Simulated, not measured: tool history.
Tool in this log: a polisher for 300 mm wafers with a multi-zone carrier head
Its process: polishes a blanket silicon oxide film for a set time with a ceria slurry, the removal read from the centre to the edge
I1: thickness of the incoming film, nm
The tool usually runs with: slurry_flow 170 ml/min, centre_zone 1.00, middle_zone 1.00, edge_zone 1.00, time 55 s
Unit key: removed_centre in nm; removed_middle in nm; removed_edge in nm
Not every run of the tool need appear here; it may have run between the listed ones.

run 1 hour=0.0 | slurry_flow=170 centre_zone=1.00 middle_zone=1.00 edge_zone=1.05 time=55 | I1=1035.7 | removed_centre=357.9 removed_middle=363.4 removed_edge=368.3
-- hour=33.4 carrier head's membrane replaced by a new one
-- hour=56.4 edge zone pressure recalibrated
run 2 hour=60.2 | slurry_flow=170 centre_zone=1.00 middle_zone=1.00 edge_zone=1.00 time=55 | I1=1060.8 | removed_centre=363.2 removed_middle=364.9 removed_edge=358.7
run 3 hour=139.3 | slurry_flow=170 centre_zone=1.00 middle_zone=1.00 edge_zone=1.00 time=71 | I1=1046.1 | removed_centre=481.2 removed_middle=473.7 removed_edge=468.1
run 4 hour=203.0 | slurry_flow=170 centre_zone=1.00 middle_zone=1.00 edge_zone=1.00 time=55 | I1=1061.3 | removed_centre=366.0 removed_middle=360.8 removed_edge=360.0
-- hour=265.7 centre zone pressure recalibrated
run 5 hour=307.2 | slurry_flow=170 centre_zone=0.90 middle_zone=0.89 edge_zone=1.08 time=55 | I1=1072.8 | removed_centre=320.9 removed_middle=330.8 removed_edge=372.5
-- hour=335.7 worn pad replaced by a new one
-- hour=338.2 slurry nozzle cleaned
run 6 hour=387.5 | slurry_flow=200 centre_zone=1.00 middle_zone=1.00 edge_zone=1.00 time=55 | I1=1057.6 | removed_centre=373.3 removed_middle=375.3 removed_edge=369.1
run 7 hour=436.5 | slurry_flow=195 centre_zone=0.94 middle_zone=0.95 edge_zone=1.00 time=73 | I1=1060.1 | removed_centre=478.0 removed_middle=478.1 removed_edge=493.8
run 8 hour=524.1 | slurry_flow=170 centre_zone=1.00 middle_zone=1.00 edge_zone=0.88 time=40 | I1=1060.3 | removed_centre=268.2 removed_middle=268.0 removed_edge=249.6
run 9 hour=560.5 | slurry_flow=170 centre_zone=1.00 middle_zone=1.00 edge_zone=0.96 time=55 | I1=1068.5 | removed_centre=361.7 removed_middle=364.2 removed_edge=357.5
run 10 hour=668.3 | slurry_flow=170 centre_zone=1.05 middle_zone=1.00 edge_zone=1.08 time=55 | I1=1068.1 | removed_centre=378.0 removed_middle=365.5 removed_edge=375.9
run 11 hour=715.2 | slurry_flow=170 centre_zone=0.93 middle_zone=1.00 edge_zone=1.00 time=55 | I1=1066.3 | removed_centre=338.2 removed_middle=363.9 removed_edge=355.2
run 12 hour=786.4 | slurry_flow=170 centre_zone=1.09 middle_zone=1.00 edge_zone=0.92 time=55 | I1=1049.4 | removed_centre=396.4 removed_middle=373.1 removed_edge=345.3
-- hour=813.0 centre zone pressure recalibrated
-- hour=865.8 edge zone pressure recalibrated
-- hour=867.2 worn pad replaced by a new one
run 13 hour=867.7 | slurry_flow=170 centre_zone=1.00 middle_zone=1.00 edge_zone=1.00 time=55 | I1=1054.9 | removed_centre=355.8 removed_middle=362.8 removed_edge=374.7
run 14 hour=914.7 | slurry_flow=230 centre_zone=1.00 middle_zone=1.00 edge_zone=1.00 time=55 | I1=1060.7 | removed_centre=386.2 removed_middle=381.2 removed_edge=374.6
run 15 hour=970.9 | slurry_flow=170 centre_zone=1.00 middle_zone=1.00 edge_zone=1.00 time=55 | I1=1049.9 | removed_centre=361.9 removed_middle=369.0 removed_edge=370.7
-- hour=995.8 slurry nozzle cleaned
run 16 hour=1007.7 | slurry_flow=210 centre_zone=1.00 middle_zone=1.00 edge_zone=1.09 time=55 | I1=1054.9 | removed_centre=376.4 removed_middle=377.8 removed_edge=389.9
run 17 hour=1072.9 | slurry_flow=170 centre_zone=1.00 middle_zone=1.00 edge_zone=1.00 time=55 | I1=1042.9 | removed_centre=369.2 removed_middle=364.2 removed_edge=364.5
run 18 hour=1114.2 | slurry_flow=170 centre_zone=1.00 middle_zone=1.00 edge_zone=1.00 time=55 | I1=1071.9 | removed_centre=362.3 removed_middle=364.3 removed_edge=361.1
run 19 hour=1155.3 | slurry_flow=170 centre_zone=1.00 middle_zone=1.00 edge_zone=1.00 time=55 | I1=1054.7 | removed_centre=363.8 removed_middle=365.8 removed_edge=355.9
run 20 hour=1290.6 | slurry_flow=170 centre_zone=0.88 middle_zone=0.96 edge_zone=0.96 time=55 | I1=1047.9 | removed_centre=323.6 removed_middle=357.0 removed_edge=353.1
run 21 hour=1344.9 | slurry_flow=170 centre_zone=1.00 middle_zone=0.90 edge_zone=1.00 time=72 | I1=1065.4 | removed_centre=477.6 removed_middle=441.1 removed_edge=478.8

Alternative continuations, all from the tool just after run 21; predict every row:
run A hour=1345.3 | slurry_flow=170 centre_zone=1.00 middle_zone=1.00 edge_zone=1.00 time=55 | I1=1051.6 | removed_centre=? removed_middle=? removed_edge=?
run B hour=1345.3 | slurry_flow=150 centre_zone=1.00 middle_zone=1.09 edge_zone=1.00 time=55 | I1=1051.6 | removed_centre=? removed_middle=? removed_edge=?
run C hour=1345.3 | slurry_flow=170 centre_zone=0.95 middle_zone=1.10 edge_zone=1.00 time=49 | I1=1051.6 | removed_centre=? removed_middle=? removed_edge=?
run D hour=1345.3 | slurry_flow=110 centre_zone=1.11 middle_zone=1.00 edge_zone=0.91 time=55 | I1=1051.6 | removed_centre=? removed_middle=? removed_edge=?
run E hour=1345.3 | slurry_flow=225 centre_zone=1.00 middle_zone=1.00 edge_zone=0.93 time=48 | I1=1051.6 | removed_centre=? removed_middle=? removed_edge=?

run=A removed_centre=365.7 removed_middle=362.8 removed_edge=360.3
run=B removed_centre=355.8 removed_middle=380.8 removed_edge=353.4
run=C removed_centre=309.6 removed_middle=350.6 removed_edge=320.5
run=D removed_centre=360.3 removed_middle=326.5 removed_edge=321.2
run=E removed_centre=335.4 removed_middle=331.0 removed_edge=314.8
Without the tool's unlogged condition, the same runs would have read:
run=A removed_centre=365.7 removed_middle=362.8 removed_edge=360.3
run=B removed_centre=355.8 removed_middle=380.8 removed_edge=353.4
run=C removed_centre=309.6 removed_middle=350.6 removed_edge=320.5
run=D removed_centre=360.3 removed_middle=326.5 removed_edge=321.2
run=E removed_centre=335.4 removed_middle=331.0 removed_edge=314.8

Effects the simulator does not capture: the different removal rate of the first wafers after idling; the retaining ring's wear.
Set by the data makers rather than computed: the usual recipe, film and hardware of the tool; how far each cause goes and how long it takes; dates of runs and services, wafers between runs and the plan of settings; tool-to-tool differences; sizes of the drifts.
